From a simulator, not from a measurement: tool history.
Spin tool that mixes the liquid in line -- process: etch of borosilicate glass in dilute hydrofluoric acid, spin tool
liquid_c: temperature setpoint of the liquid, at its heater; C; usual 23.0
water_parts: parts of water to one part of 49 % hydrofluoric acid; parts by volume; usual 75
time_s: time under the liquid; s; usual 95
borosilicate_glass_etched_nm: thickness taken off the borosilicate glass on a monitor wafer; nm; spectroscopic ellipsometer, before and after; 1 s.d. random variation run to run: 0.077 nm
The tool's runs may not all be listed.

| run | hour | liquid_c | water_parts | time_s | read-back film thickness of the borosilicate glass reference wafer, read on the same gauge (nm) | borosilicate_glass_etched_nm |
|---|---|---|---|---|---|---|
| 1 | 0.0 | 23.0 | 75 | 95 | 80.00 | 25.88 |
| 2 | 79.5 | 23.0 | 75 | 95 | 80.01 | 25.92 |
| 3 | 108.8 | 23.0 | 55 | 95 | 80.01 | 36.64 |
| 4 | 121.3 | 23.0 | 75 | 95 | 80.00 | 26.25 |
| 5 | 142.4 | 23.0 | 75 | 95 | 79.99 | 26.28 |
| 6 | 155.7 | 21.0 | 55 | 95 | 79.99 | 33.76 |
| 7 | 170.5 | 23.0 | 90 | 95 | 79.99 | 21.52 |
|  | 184.4 | gauge calibrated |
|  | 189.7 | hydrofluoric acid flow meter replaced |
| 8 | 194.7 | 23.0 | 90 | 95 | 80.00 | 19.59 |
| 9 | 207.9 | 23.0 | 75 | 95 | 80.01 | 24.02 |
| 10 | 220.6 | 23.0 | 75 | 95 | 79.98 | 24.07 |
| 11 | 244.9 | 23.0 | 100 | 125 | 80.01 | 23.16 |
| 12 | 266.0 | 25.5 | 100 | 70 | 79.98 | 14.22 |

What does the tool deliver on the next run?
| 13 | 282.6 | 19.5 | 65 | 95 | ? | ? |

Run 13 measured read-back film thickness of the borosilicate glass reference wafer, read on the same gauge (nm) 79.97, borosilicate_glass_etched_nm 24.65 nm.
Had the tool carried no hidden state, the very same run would have given borosilicate_glass_etched_nm 23.25 nm.

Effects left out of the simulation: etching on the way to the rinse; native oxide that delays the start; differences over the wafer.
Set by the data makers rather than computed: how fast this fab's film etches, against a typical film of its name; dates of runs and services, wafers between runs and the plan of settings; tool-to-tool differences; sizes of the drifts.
